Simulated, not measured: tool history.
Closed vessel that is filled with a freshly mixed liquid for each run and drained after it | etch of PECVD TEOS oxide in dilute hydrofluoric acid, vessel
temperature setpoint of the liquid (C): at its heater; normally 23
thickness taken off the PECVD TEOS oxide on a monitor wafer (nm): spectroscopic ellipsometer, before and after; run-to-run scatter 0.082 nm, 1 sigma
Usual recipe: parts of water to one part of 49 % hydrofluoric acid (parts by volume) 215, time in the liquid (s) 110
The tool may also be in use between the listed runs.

run   hour  temperature setpoint of the liquid (C)  parts of water to one part of 49 % hydrofluoric acid (parts by volume)  time in the liquid (s)  wafers since the last listed run  hours since the thermometer was replaced  hours since the hydrofluoric acid flow meter was replaced  hours since the gauge calibration  read-back film thickness of the PECVD TEOS oxide reference wafer, read on the same gauge (nm)  thickness taken off the PECVD TEOS oxide on a monitor wafer (nm)
  1      0                                      26                                                                     215                     110                                 0                                       580                                                     1613.7                              625.1                                                                                             30                                                             10.52
  2   12.2                                      19                                                                     215                     110                              1263                                     592.2                                                     1625.9                              637.3                                                                                          30.01                                                              7.97
  3  104.7                                      23                                                                     215                      95                              9582                                     684.7                                                     1718.4                              729.8                                                                                          30.01                                                              8.12
  4  139.7                                      23                                                                     215                      95                              3625                                     719.7                                                     1753.4                              764.8                                                                                          29.98                                                               8.1
  5  173.6                                      23                                                                     215                      95                              3511                                     753.6                                                     1787.3                              798.7                                                                                          29.98                                                              8.11
  6  201.6                                    25.5                                                                     215                     110                              2900                                     781.6                                                     1815.3                              826.7                                                                                          30.01                                                             10.04
  7  223.1                                    25.5                                                                     215                     110                              2227                                     803.1                                                     1836.8                              848.2                                                                                          30.01                                                             10.11
  8  236.1                                      23                                                                     215                      85                              1346                                     816.1                                                     1849.8                              861.2                                                                                          30.01                                                              7.18
  9  260.7                                      23                                                                     215                     110                              2548                                     840.7                                                     1874.4                              885.8                                                                                             30                                                              9.25
 10  275.6                                      23                                                                     215                     110                              1543                                     855.6                                                     1889.3                              900.7                                                                                          30.01                                                              9.19
 11  309.8                                      23                                                                     215                     110                              3543                                     889.8                                                     1923.5                              934.9                                                                                             30                                                              9.18
 12  324.7                                    26.5                                                                     320                     150                              1543                                     904.7                                                     1938.4                              949.8                                                                                          30.01                                                              8.53
     325.9  -- thermometer replaced
 13    339                                      23                                                                     215                     110                              1377                                      13.1                                                     1952.7                              964.1                                                                                          30.02                                                             10.05
     396.4  -- gauge calibrated
     422.3  -- hydrofluoric acid flow meter replaced
 14    433                                    19.5                                                                     215                     110                              9634                                     107.1                                                       10.7                               36.6                                                                                             30                                                              8.64
 15    465                                      23                                                                     215                     110                              3315                                     139.1                                                       42.7                               68.6                                                                                          29.97                                                             10.06
 16  480.8                                      23                                                                     215                     110                              1636                                     154.9                                                       58.5                               84.4                                                                                             30                                                              9.88
 17  513.2                                      23                                                                     140                     110                              3356                                     187.3                                                       90.9                              116.8                                                                                          29.99                                                             16.51
 18    528                                      23                                                                     215                     110                              1533                                     202.1                                                      105.7                              131.6                                                                                          30.01                                                              9.92
 19  549.5                                      23                                                                     215                     110                              2227                                     223.6                                                      127.2                              153.1                                                                                             30                                                              9.79
 20  569.8                                    24.5                                                                     215                     155                              2103                                     243.9                                                      147.5                              173.4                                                                                             30                                                             14.51
 21  603.3                                    26.5                                                                     310                     160                              3470                                     277.4                                                        181                              206.9                                                                                          29.99                                                             10.13
 22  625.9                                      23                                                                     215                     110                              2341                                       300                                                      203.6                              229.5                                                                                             30                                                              9.78
 23  654.8                                      23                                                                     110                      60                              2993                                     328.9                                                      232.5                              258.4                                                                                          29.99                                                             11.63
 24  674.1                                      28                                                                     115                     110                              1999                                     348.2                                                      251.8                              277.7                                                                                          30.01                                                              24.9
 25  702.1                                      23                                                                     215                     170                              2900                                     376.2                                                      279.8                              305.7                                                                                          29.99                                                             14.88
 26  732.3                                      26                                                                     120                     110                              3128                                     406.4                                                        310                              335.9                                                                                          29.99                                                             21.48
 27  760.1                                      23                                                                     215                     130                              2880                                     434.2                                                      337.8                              363.7                                                                                             30                                                              11.5
 28  791.8                                      23                                                                     215                     110                              3284                                     465.9                                                      369.5                              395.4                                                                                             30                                                              9.61
 29  823.5                                    19.5                                                                     215                     175                              3284                                     497.6                                                      401.2                              427.1                                                                                          30.01                                                             13.31
 30  853.2                                      21                                                                     125                     170                              3076                                     527.3                                                      430.9                              456.8                                                                                             30                                                             25.88
 31  885.9                                      19                                                                     170                      65                              3387                                       560                                                      463.6                              489.5                                                                                          29.98                                                              6.43
 32  916.8                                    18.5                                                                     130                     110                              3201                                     590.9                                                      494.5                              520.4                                                                                          29.99                                                             14.14
 33  949.7                                    25.5                                                                     130                      75                              3408                                     623.8                                                      527.4                              553.3                                                                                          29.99                                                             12.83

Hidden state at the last listed run before each entry between runs and at the first one after, where it differs:
Between runs 12 and 13: thermometer replaced (hour 325.9)
  liquid colder than its thermometer reads (K): 2.57 -> 0.137
  difference, measured minus the result without the unlogged condition, thickness taken off the PECVD TEOS oxide on a monitor wafer (nm): -0.78 -> -0.05
Between runs 13 and 14: gauge calibrated (hour 396.4); hydrofluoric acid flow meter replaced (hour 422.3)
  liquid colder than its thermometer reads (K): 0.137 -> 0.373
  difference, measured minus the result without the unlogged condition, thickness taken off the PECVD TEOS oxide on a monitor wafer (nm): -0.05 -> -0.12
